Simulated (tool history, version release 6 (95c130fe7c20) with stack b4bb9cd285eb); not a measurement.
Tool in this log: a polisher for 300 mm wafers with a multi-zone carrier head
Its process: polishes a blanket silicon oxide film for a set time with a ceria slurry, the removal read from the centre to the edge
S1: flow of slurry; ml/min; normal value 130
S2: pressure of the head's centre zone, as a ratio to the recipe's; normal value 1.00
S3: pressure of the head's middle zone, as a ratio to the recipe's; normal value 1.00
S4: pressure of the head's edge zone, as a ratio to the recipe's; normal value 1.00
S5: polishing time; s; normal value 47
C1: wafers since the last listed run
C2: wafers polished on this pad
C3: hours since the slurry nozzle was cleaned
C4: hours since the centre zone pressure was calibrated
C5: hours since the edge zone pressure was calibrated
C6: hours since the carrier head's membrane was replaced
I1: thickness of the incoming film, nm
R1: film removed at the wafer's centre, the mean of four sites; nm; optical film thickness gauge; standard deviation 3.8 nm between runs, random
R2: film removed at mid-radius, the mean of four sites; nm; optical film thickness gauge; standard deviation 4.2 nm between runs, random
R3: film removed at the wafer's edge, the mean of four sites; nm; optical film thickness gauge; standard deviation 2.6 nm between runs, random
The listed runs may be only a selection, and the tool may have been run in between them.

| run | hour | S1 | S2 | S3 | S4 | S5 | C1 | C2 | C3 | C4 | C5 | C6 | I1 | R1 | R2 | R3 |
|---|---|---|---|---|---|---|---|---|---|---|---|---|---|---|---|---|
| 1 | 0.0 | 130 | 1.00 | 0.90 | 1.00 | 47 | 0 | 2399 | 533.8 | 437.1 | 220.0 | 65.2 | 912.2 | 311.7 | 316.9 | 349.2 |
|  | 44.6 | slurry nozzle cleaned |
| 2 | 66.7 | 130 | 1.00 | 1.08 | 1.00 | 47 | 933 | 3332 | 22.1 | 503.8 | 286.7 | 131.9 | 918.1 | 309.3 | 357.8 | 342.4 |
| 3 | 100.5 | 130 | 1.00 | 1.08 | 1.00 | 47 | 480 | 3813 | 55.9 | 537.6 | 320.5 | 165.7 | 906.4 | 312.0 | 352.3 | 344.8 |
|  | 134.3 | worn pad replaced by a new one |
| 4 | 169.8 | 130 | 1.00 | 1.08 | 1.00 | 47 | 927 | 505 | 125.2 | 606.9 | 389.8 | 235.0 | 917.8 | 301.5 | 360.8 | 343.7 |
|  | 199.6 | centre zone pressure recalibrated |
| 5 | 200.1 | 130 | 0.92 | 1.00 | 1.00 | 47 | 402 | 907 | 155.5 | 0.5 | 420.1 | 265.3 | 922.3 | 298.7 | 331.3 | 342.9 |
| 6 | 396.4 | 130 | 0.92 | 1.00 | 1.00 | 47 | 2789 | 3696 | 351.8 | 196.8 | 616.4 | 461.6 | 939.4 | 296.4 | 341.2 | 342.1 |
| 7 | 443.3 | 160 | 1.00 | 1.00 | 1.00 | 47 | 666 | 4362 | 398.7 | 243.7 | 663.3 | 508.5 | 932.8 | 324.8 | 349.4 | 350.6 |
|  | 455.9 | worn pad replaced by a new one |
| 8 | 470.9 | 160 | 1.00 | 1.00 | 1.00 | 47 | 335 | 212 | 426.3 | 271.3 | 690.9 | 536.1 | 922.2 | 325.7 | 343.9 | 353.4 |
|  | 483.3 | carrier head's membrane replaced by a new one |
| 9 | 564.4 | 160 | 1.00 | 1.00 | 1.00 | 47 | 1257 | 1469 | 519.8 | 364.8 | 784.4 | 81.1 | 922.6 | 316.4 | 356.8 | 353.5 |
|  | 593.6 | slurry nozzle cleaned |
| 10 | 611.8 | 130 | 1.00 | 1.10 | 1.00 | 36 | 659 | 2129 | 18.2 | 412.2 | 831.8 | 128.5 | 933.1 | 232.0 | 270.4 | 261.6 |
|  | 665.3 | edge zone pressure recalibrated |
| 11 | 665.8 | 130 | 1.00 | 1.00 | 0.90 | 53 | 738 | 2867 | 72.2 | 466.2 | 0.5 | 182.5 | 914.5 | 344.4 | 387.5 | 369.0 |
| 12 | 700.7 | 130 | 1.00 | 0.92 | 1.00 | 55 | 495 | 3363 | 107.1 | 501.1 | 35.4 | 217.4 | 938.7 | 345.5 | 372.9 | 401.5 |
| 13 | 759.4 | 130 | 1.10 | 0.89 | 1.06 | 42 | 834 | 4197 | 165.8 | 559.8 | 94.1 | 276.1 | 904.6 | 290.2 | 277.9 | 316.1 |
|  | 769.5 | worn pad replaced by a new one |
|  | 810.6 | centre zone pressure recalibrated |
| 14 | 826.3 | 160 | 0.95 | 1.00 | 1.07 | 39 | 865 | 778 | 232.7 | 15.7 | 161.0 | 343.0 | 916.8 | 273.7 | 287.7 | 300.4 |
| 15 | 870.1 | 130 | 1.00 | 1.00 | 1.00 | 47 | 622 | 1400 | 276.5 | 59.5 | 204.8 | 386.8 | 917.4 | 330.1 | 335.4 | 349.8 |
| 16 | 928.1 | 130 | 1.09 | 1.00 | 1.00 | 47 | 824 | 2225 | 334.5 | 117.5 | 262.8 | 444.8 | 922.3 | 352.6 | 339.8 | 347.3 |
|  | 964.1 | carrier head's membrane replaced by a new one |
|  | 1068.1 | slurry nozzle cleaned |
|  | 1072.7 | worn pad replaced by a new one |
| 17 | 1096.5 | 130 | 0.94 | 1.09 | 0.89 | 47 | 2250 | 337 | 28.4 | 285.9 | 431.2 | 132.4 | 922.0 | 294.1 | 363.7 | 324.9 |
| 18 | 1152.0 | 130 | 0.96 | 1.00 | 0.93 | 52 | 788 | 1126 | 83.9 | 341.4 | 486.7 | 187.9 | 922.0 | 335.2 | 373.4 | 364.2 |
| 19 | 1198.6 | 130 | 1.00 | 1.00 | 0.90 | 39 | 662 | 1788 | 130.5 | 388.0 | 533.3 | 234.5 | 938.8 | 261.2 | 276.6 | 268.3 |

Run 20 comes next. What will it give?
| 20 | 1232.6 | 150 | 1.00 | 0.92 | 1.00 | 32 | 483 | 2271 | 164.5 | 422.0 | 567.3 | 268.5 | 922.1 | ? | ? | ? |

{"run 20": {"R1": 216.8, "R2": 220.8, "R3": 236.5}}
Minus the tool's unlogged condition, the same run would have read R1 232.7 nm, R2 220.7 nm, R3 236.5 nm.

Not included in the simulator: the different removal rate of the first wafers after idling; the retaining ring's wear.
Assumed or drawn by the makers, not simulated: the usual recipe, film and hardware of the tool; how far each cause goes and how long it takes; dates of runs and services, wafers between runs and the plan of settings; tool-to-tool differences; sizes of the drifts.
